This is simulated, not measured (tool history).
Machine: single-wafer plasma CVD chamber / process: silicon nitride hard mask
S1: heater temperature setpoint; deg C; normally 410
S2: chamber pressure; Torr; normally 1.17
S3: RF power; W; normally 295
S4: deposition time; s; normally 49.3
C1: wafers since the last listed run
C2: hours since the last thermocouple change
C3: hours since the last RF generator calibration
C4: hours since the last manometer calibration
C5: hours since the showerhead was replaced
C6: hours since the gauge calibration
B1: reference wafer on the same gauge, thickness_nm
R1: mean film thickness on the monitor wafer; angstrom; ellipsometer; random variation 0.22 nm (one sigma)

run,hour,S1,S2,S3,S4,C1,C2,C3,C4,C5,C6,B1,R1
1,0.0,410,1.17,320,49.3,0,1666.4,498.6,2123.4,5293.0,285.7,38.669,480.61
2,52.4,410,1.17,320,49.3,807,1718.8,551.0,2175.8,5345.4,338.1,38.687,484.73
3,321.6,416,1.17,295,49.3,4150,1988.0,820.2,2445.0,5614.6,607.3,38.724,467.88
4,377.7,419,1.17,295,49.3,864,2044.1,876.3,2501.1,5670.7,663.4,38.638,462.25
# hour 404.8: RF generator calibrated
5,462.3,419,1.17,295,49.3,1181,2128.7,57.5,2585.7,5755.3,748.0,38.707,471.84
6,521.0,410,1.17,295,49.3,905,2187.4,116.2,2644.4,5814.0,806.7,38.677,473.23
7,565.5,410,1.17,295,49.3,686,2231.9,160.7,2688.9,5858.5,851.2,38.746,467.27
8,606.7,410,1.17,295,49.3,635,2273.1,201.9,2730.1,5899.7,892.4,38.769,467.62
9,709.6,410,1.17,295,49.3,1586,2376.0,304.8,2833.0,6002.6,995.3,38.724,466.72
10,755.1,410,1.01,295,52.1,701,2421.5,350.3,2878.5,6048.1,1040.8,38.711,466.65
11,853.0,410,1.31,295,49.3,1509,2519.4,448.2,2976.4,6146.0,1138.7,38.702,484.01
# hour 1072.6: capacitance manometer re-zeroed and calibrated
12,1095.8,419,1.17,295,49.3,3620,2762.2,691.0,23.2,6388.8,1381.5,38.646,464.85
# hour 1157.0: thermocouple changed; heater temperature recalibrated
# hour 1164.2: showerhead replaced
13,1178.4,410,1.17,295,49.3,1039,21.4,773.6,105.8,14.2,1464.1,38.705,459.16
# hour 1241.7: RF generator calibrated
14,1278.0,410,1.28,295,44.5,1412,121.0,36.3,205.4,113.8,1563.7,38.706,436.72
15,1322.6,402,1.08,245,54.7,687,165.6,80.9,250.0,158.4,1608.3,38.704,468.39
16,1389.0,424,1.17,295,49.3,1023,232.0,147.3,316.4,224.8,1674.7,38.605,464.65
17,1445.2,421,1.17,340,45.2,866,288.2,203.5,372.6,281.0,1730.9,38.650,457.56
# hour 1465.6: gauge calibrated
18,1503.8,405,1.17,295,49.3,903,346.8,262.1,431.2,339.6,38.2,38.669,467.07
19,1576.7,419,1.17,295,49.3,1124,419.7,335.0,504.1,412.5,111.1,38.734,463.08
20,1630.5,401,1.02,255,49.3,829,473.5,388.8,557.9,466.3,164.9,38.688,414.44
21,1729.0,410,1.17,320,49.3,1518,572.0,487.3,656.4,564.8,263.4,38.658,479.38
22,1784.6,402,1.37,295,57.8,857,627.6,542.9,712.0,620.4,319.0,38.735,573.13
23,1841.2,410,1.44,315,49.3,872,684.2,599.5,768.6,677.0,375.6,38.824,509.43

4 options for the next run, each taken on its own from the tool as it stands now. Forecast them:
A,1841.6,410,1.17,295,57.5,6,684.6,599.9,769.0,677.4,376.0,?,?
B,1841.6,400,1.17,295,56.7,6,684.6,599.9,769.0,677.4,376.0,?,?
C,1841.6,418,0.95,280,57.0,6,684.6,599.9,769.0,677.4,376.0,?,?
D,1841.6,419,1.17,295,55.7,6,684.6,599.9,769.0,677.4,376.0,?,?

run,B1,R1
A,38.680,543.66
B,38.680,538.15
C,38.680,482.51
D,38.680,524.83
Stripped of hidden state, with their random variation kept, the same runs would have yielded:
run,R1
A,561.34
B,555.65
C,498.26
D,541.89
